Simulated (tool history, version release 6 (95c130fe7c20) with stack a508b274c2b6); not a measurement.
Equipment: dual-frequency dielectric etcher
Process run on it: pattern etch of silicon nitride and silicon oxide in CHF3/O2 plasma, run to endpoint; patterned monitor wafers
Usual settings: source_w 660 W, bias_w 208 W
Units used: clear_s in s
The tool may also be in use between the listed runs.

run	hour	source_w	bias_w	wafers since the last listed run	hours since the last wet clean	hours since the last source power generator calibration	hours since the last bias power generator calibration	hours since the last upper electrode change	incoming incoming film thickness, nm	clear_s
1	0.0	660	208	0	244.2	2379.4	4509.6	5576.4	170.7	103.7
2	9.9	660	208	55	254.1	2389.3	4519.5	5586.3	171.9	104.0
3	23.5	660	208	76	267.7	2402.9	4533.1	5599.9	171.4	103.7
4	39.5	660	208	89	283.7	2418.9	4549.1	5615.9	172.3	105.0
5	48.8	660	208	52	293.0	2428.2	4558.4	5625.2	170.9	103.6
6	55.9	660	208	39	300.1	2435.3	4565.5	5632.3	172.1	104.6
7	63.9	660	208	44	308.1	2443.3	4573.5	5640.3	170.9	104.5
8	79.5	660	208	87	323.7	2458.9	4589.1	5655.9	172.5	104.8
9	93.3	660	208	77	337.5	2472.7	4602.9	5669.7	171.0	103.3
10	107.3	660	208	78	351.5	2486.7	4616.9	5683.7	169.6	102.0
11	122.7	660	208	86	366.9	2502.1	4632.3	5699.1	170.2	102.3
12	133.5	660	208	60	377.7	2512.9	4643.1	5709.9	169.5	101.3
# hour 164.4: upper electrode replaced
13	164.9	660	208	41	409.1	2544.3	4674.5	0.5	171.9	102.5
14	165.3	580	233	2	409.5	2544.7	4674.9	0.9	171.0	107.0
# hour 212.8: wet clean of the chamber
15	213.3	580	233	134	0.5	2592.7	4722.9	48.9	174.1	112.3
16	213.7	660	208	2	0.9	2593.1	4723.3	49.3	170.3	106.3
17	215.7	660	192	11	2.9	2595.1	4725.3	51.3	171.9	110.7
18	222.2	560	227	36	9.4	2601.6	4731.8	57.8	171.0	114.8
19	229.2	710	208	39	16.4	2608.6	4738.8	64.8	171.2	102.2
20	239.4	730	177	57	26.6	2618.8	4749.0	75.0	171.6	106.6
# hour 248.9: source power generator calibrated
21	255.3	710	243	66	42.5	6.4	4764.9	90.9	171.5	97.1
# hour 267.1: bias power generator calibrated
22	267.4	750	254	45	54.6	18.5	0.3	103.0	173.8	92.5
23	282.2	790	185	82	69.4	33.3	15.1	117.8	170.4	99.0
24	290.9	800	231	48	78.1	42.0	23.8	126.5	169.6	90.0
25	307.5	660	239	93	94.7	58.6	40.4	143.1	171.3	100.5
26	315.2	660	224	43	102.4	66.3	48.1	150.8	172.0	103.7
27	331.7	560	195	92	118.9	82.8	64.6	167.3	172.6	121.3
28	348.1	660	170	91	135.3	99.2	81.0	183.7	170.0	112.8
29	362.3	660	208	79	149.5	113.4	95.2	197.9	172.6	106.0
30	375.9	660	174	76	163.1	127.0	108.8	211.5	170.8	111.4
31	383.1	660	208	40	170.3	134.2	116.0	218.7	169.8	104.2

Consider 3 possible next runs. They are alternatives, not a sequence: every one starts from the tool as it was left by run 31. What does each give?
A	383.6	660	208	2	170.8	134.7	116.5	219.2	172.4	?
B	383.6	780	208	2	170.8	134.7	116.5	219.2	172.4	?
C	383.6	570	224	2	170.8	134.7	116.5	219.2	172.4	?

run	clear_s
A	104.7
B	94.9
C	111.9
Stripped of hidden state, with their random variation kept, the same runs would have yielded:
run	clear_s
A	106.6
B	96.7
C	113.9
